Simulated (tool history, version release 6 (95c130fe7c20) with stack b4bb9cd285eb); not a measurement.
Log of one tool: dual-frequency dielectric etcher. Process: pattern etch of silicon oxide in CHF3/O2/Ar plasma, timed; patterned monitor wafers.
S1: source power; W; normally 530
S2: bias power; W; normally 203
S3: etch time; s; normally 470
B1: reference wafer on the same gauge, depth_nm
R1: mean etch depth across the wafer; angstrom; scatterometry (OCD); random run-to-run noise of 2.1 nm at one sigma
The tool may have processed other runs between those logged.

| run | hour | S1 | S2 | S3 | B1 | R1 |
|---|---|---|---|---|---|---|
| 1 | 0 | 530 | 203 | 470 | 841.1 | 8688 |
|  | 30.6 | wet clean of the chamber |
| 2 | 45.2 | 530 | 203 | 470 | 841 | 8536 |
| 3 | 84.7 | 450 | 185 | 470 | 840.9 | 7792 |
| 4 | 207.3 | 530 | 182 | 470 | 841.7 | 8353 |
| 5 | 274 | 530 | 182 | 470 | 841 | 8349 |
|  | 309.1 | bias power generator calibrated |
|  | 370.8 | gauge calibrated |
| 6 | 378.7 | 590 | 203 | 470 | 840.7 | 9028 |
| 7 | 406.6 | 590 | 203 | 470 | 841 | 8992 |
|  | 445.2 | upper electrode replaced |
|  | 508.1 | wet clean of the chamber |
| 8 | 565.8 | 530 | 232 | 536 | 840.6 | 10398 |
|  | 576.9 | source power generator calibrated |
| 9 | 606.9 | 460 | 203 | 470 | 840.9 | 8305 |
| 10 | 640.3 | 430 | 155 | 519.5 | 840.9 | 8268 |
|  | 717.4 | wet clean of the chamber, repeated, since the last time left the tool worse |
| 11 | 778.3 | 460 | 184 | 362 | 841.2 | 6048 |
| 12 | 826.2 | 530 | 182 | 470 | 841.2 | 8318 |
| 13 | 895.7 | 530 | 203 | 470 | 841.4 | 8540 |
| 14 | 943.7 | 530 | 160 | 553.5 | 840.8 | 9448 |
| 15 | 972.4 | 440 | 229 | 353 | 841.5 | 6232 |

Consider 3 possible next runs. They are alternatives, not a sequence: every one starts from the tool as it was left by run 15. What does each give?
| A | 972.9 | 530 | 203 | 470 | ? | ? |
| B | 972.9 | 530 | 167 | 433 | ? | ? |
| C | 972.9 | 600 | 203 | 470 | ? | ? |

| run | B1 | R1 |
|---|---|---|
| A | 841.2 | 8597 |
| B | 841.2 | 7488 |
| C | 841.2 | 9022 |
Stripped of hidden state, with their random variation kept, the same runs would have yielded:
| run | R1 |
|---|---|
| A | 8537 |
| B | 7436 |
| C | 8959 |
